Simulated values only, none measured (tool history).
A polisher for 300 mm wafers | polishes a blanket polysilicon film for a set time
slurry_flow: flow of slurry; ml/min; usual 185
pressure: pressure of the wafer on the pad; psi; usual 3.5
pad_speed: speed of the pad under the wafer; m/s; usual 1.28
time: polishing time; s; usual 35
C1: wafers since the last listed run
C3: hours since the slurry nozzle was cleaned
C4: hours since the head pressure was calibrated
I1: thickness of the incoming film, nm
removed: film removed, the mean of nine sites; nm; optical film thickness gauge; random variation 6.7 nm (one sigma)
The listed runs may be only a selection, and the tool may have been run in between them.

{"run": 1, "hour": 0.0, "slurry_flow": 185, "pressure": 4, "pad_speed": 1.28, "time": 35, "C1": 0, "wafers polished on this pad": 3190, "C3": 148.8, "C4": 862, "I1": 1305.6, "removed": 571.7}
{"hour": 16.8, "done": "head pressure recalibrated"}
{"run": 2, "hour": 58.1, "slurry_flow": 140, "pressure": 3.5, "pad_speed": 1.28, "time": 43, "C1": 933, "wafers polished on this pad": 4123, "C3": 206.9, "C4": 41.3, "I1": 1295.1, "removed": 592.2}
{"hour": 144.4, "done": "slurry nozzle cleaned"}
{"run": 3, "hour": 149.4, "slurry_flow": 145, "pressure": 3.5, "pad_speed": 1.28, "time": 35, "C1": 1502, "wafers polished on this pad": 5625, "C3": 5, "C4": 132.6, "I1": 1295.9, "removed": 504.9}
{"hour": 166.4, "done": "worn pad replaced by a new one"}
{"run": 4, "hour": 256.5, "slurry_flow": 185, "pressure": 3.5, "pad_speed": 1.28, "time": 35, "C1": 1715, "wafers polished on this pad": 1499, "C3": 112.1, "C4": 239.7, "I1": 1291.5, "removed": 538.4}
{"run": 5, "hour": 322.6, "slurry_flow": 185, "pressure": 3.5, "pad_speed": 1.28, "time": 29, "C1": 1099, "wafers polished on this pad": 2598, "C3": 178.2, "C4": 305.8, "I1": 1286.8, "removed": 432.8}
{"run": 6, "hour": 367.6, "slurry_flow": 185, "pressure": 3.5, "pad_speed": 1.28, "time": 29, "C1": 748, "wafers polished on this pad": 3347, "C3": 223.2, "C4": 350.8, "I1": 1296.5, "removed": 421.8}
{"run": 7, "hour": 447.7, "slurry_flow": 185, "pressure": 3.5, "pad_speed": 1.28, "time": 35, "C1": 1332, "wafers polished on this pad": 4680, "C3": 303.3, "C4": 430.9, "I1": 1311.4, "removed": 476.6}
{"hour": 456.5, "done": "worn pad replaced by a new one"}
{"hour": 500.4, "done": "slurry nozzle cleaned"}
{"run": 8, "hour": 502.4, "slurry_flow": 185, "pressure": 3.5, "pad_speed": 1.28, "time": 35, "C1": 826, "wafers polished on this pad": 746, "C3": 2, "C4": 485.6, "I1": 1303.2, "removed": 539.9}
{"run": 9, "hour": 599.8, "slurry_flow": 185, "pressure": 3.5, "pad_speed": 1.14, "time": 35, "C1": 1620, "wafers polished on this pad": 2366, "C3": 99.4, "C4": 583, "I1": 1296.7, "removed": 471.3}
{"run": 10, "hour": 670.5, "slurry_flow": 185, "pressure": 3.5, "pad_speed": 1.14, "time": 35, "C1": 1176, "wafers polished on this pad": 3543, "C3": 170.1, "C4": 653.7, "I1": 1303.4, "removed": 466.7}
{"run": 11, "hour": 710.9, "slurry_flow": 185, "pressure": 3.5, "pad_speed": 1.14, "time": 35, "C1": 672, "wafers polished on this pad": 4215, "C3": 210.5, "C4": 694.1, "I1": 1296, "removed": 457}
{"hour": 771.4, "done": "worn pad replaced by a new one"}
{"run": 12, "hour": 804.7, "slurry_flow": 240, "pressure": 3, "pad_speed": 1.4, "time": 25, "C1": 1493, "wafers polished on this pad": 553, "C3": 304.3, "C4": 787.9, "I1": 1333.4, "removed": 331.2}
{"hour": 841.0, "done": "slurry nozzle cleaned"}
{"run": 13, "hour": 888.3, "slurry_flow": 235, "pressure": 3.5, "pad_speed": 1.62, "time": 41, "C1": 1374, "wafers polished on this pad": 1927, "C3": 47.3, "C4": 871.5, "I1": 1294.6, "removed": 785.3}
{"run": 14, "hour": 930.0, "slurry_flow": 145, "pressure": 3.5, "pad_speed": 1.28, "time": 35, "C1": 693, "wafers polished on this pad": 2621, "C3": 89, "C4": 913.2, "I1": 1318.4, "removed": 476.7}
{"hour": 994.9, "done": "head pressure recalibrated"}
{"run": 15, "hour": 1041.1, "slurry_flow": 185, "pressure": 3.5, "pad_speed": 1.28, "time": 35, "C1": 1815, "wafers polished on this pad": 4436, "C3": 200.1, "C4": 46.2, "I1": 1324.3, "removed": 531.2}
{"hour": 1098.3, "done": "worn pad replaced by a new one"}
{"run": 16, "hour": 1106.2, "slurry_flow": 185, "pressure": 3, "pad_speed": 1.5, "time": 44, "C1": 1016, "wafers polished on this pad": 130, "C3": 265.2, "C4": 111.3, "I1": 1308.5, "removed": 660}
{"hour": 1120.4, "done": "slurry nozzle cleaned"}
{"run": 17, "hour": 1162.5, "slurry_flow": 185, "pressure": 3.5, "pad_speed": 1.6, "time": 35, "C1": 919, "wafers polished on this pad": 1050, "C3": 42.1, "C4": 167.6, "I1": 1331.8, "removed": 708.5}
{"run": 18, "hour": 1225.4, "slurry_flow": 185, "pressure": 3.5, "pad_speed": 1.42, "time": 29, "C1": 1046, "wafers polished on this pad": 2097, "C3": 105, "C4": 230.5, "I1": 1335.9, "removed": 510.9}
{"run": 19, "hour": 1267.0, "slurry_flow": 185, "pressure": 3.9, "pad_speed": 1.28, "time": 35, "C1": 692, "wafers polished on this pad": 2789, "C3": 146.6, "C4": 272.1, "I1": 1284.5, "removed": 598.2}
{"run": 20, "hour": 1306.4, "slurry_flow": 240, "pressure": 2.5, "pad_speed": 1.28, "time": 35, "C1": 655, "wafers polished on this pad": 3444, "C3": 186, "C4": 311.5, "I1": 1331.9, "removed": 406.6}
{"hour": 1396.6, "done": "worn pad replaced by a new one"}
{"run": 21, "hour": 1402.4, "slurry_flow": 185, "pressure": 3.5, "pad_speed": 1.28, "time": 35, "C1": 1530, "wafers polished on this pad": 96, "C3": 282, "C4": 407.5, "I1": 1322.2, "removed": 506.1}
{"hour": 1407.3, "done": "slurry nozzle cleaned"}
{"run": 22, "hour": 1460.3, "slurry_flow": 185, "pressure": 3.9, "pad_speed": 1.28, "time": 35, "C1": 946, "wafers polished on this pad": 1042, "C3": 53, "C4": 465.4, "I1": 1308.4, "removed": 614.2}
{"run": 23, "hour": 1567.1, "slurry_flow": 125, "pressure": 4.1, "pad_speed": 1.28, "time": 30, "C1": 1776, "wafers polished on this pad": 2819, "C3": 159.8, "C4": 572.2, "I1": 1290.5, "removed": 488.8}

Table of differences, measured result less the result of that run with no hidden state. Run-to-run variation is the same in both. Gauge scatter possibly is not:
What the log doesn't record here: removal rate lost through wear of the pad, %; slurry flow missing at the pad, %; deviation of the head's pressure from its setpoint, %.
run=1 removed=-57
run=2 removed=-40.9
run=3 removed=-8.2
run=4 removed=-14.2
run=5 removed=-20.8
run=6 removed=-30.7
run=7 removed=-75.7
run=8 removed=-12.1
run=9 removed=-18.4
run=10 removed=-29.4
run=11 removed=-38.3
run=12 removed=-48.1
run=13 removed=-58.9
run=14 removed=-43.5
run=15 removed=-7.5
run=16 removed=-34.7
run=17 removed=+8.5
run=18 removed=+1.6
run=19 removed=-4.4
run=20 removed=-5.3
run=21 removed=-45.5
run=22 removed=-1.4
run=23 removed=-20.9
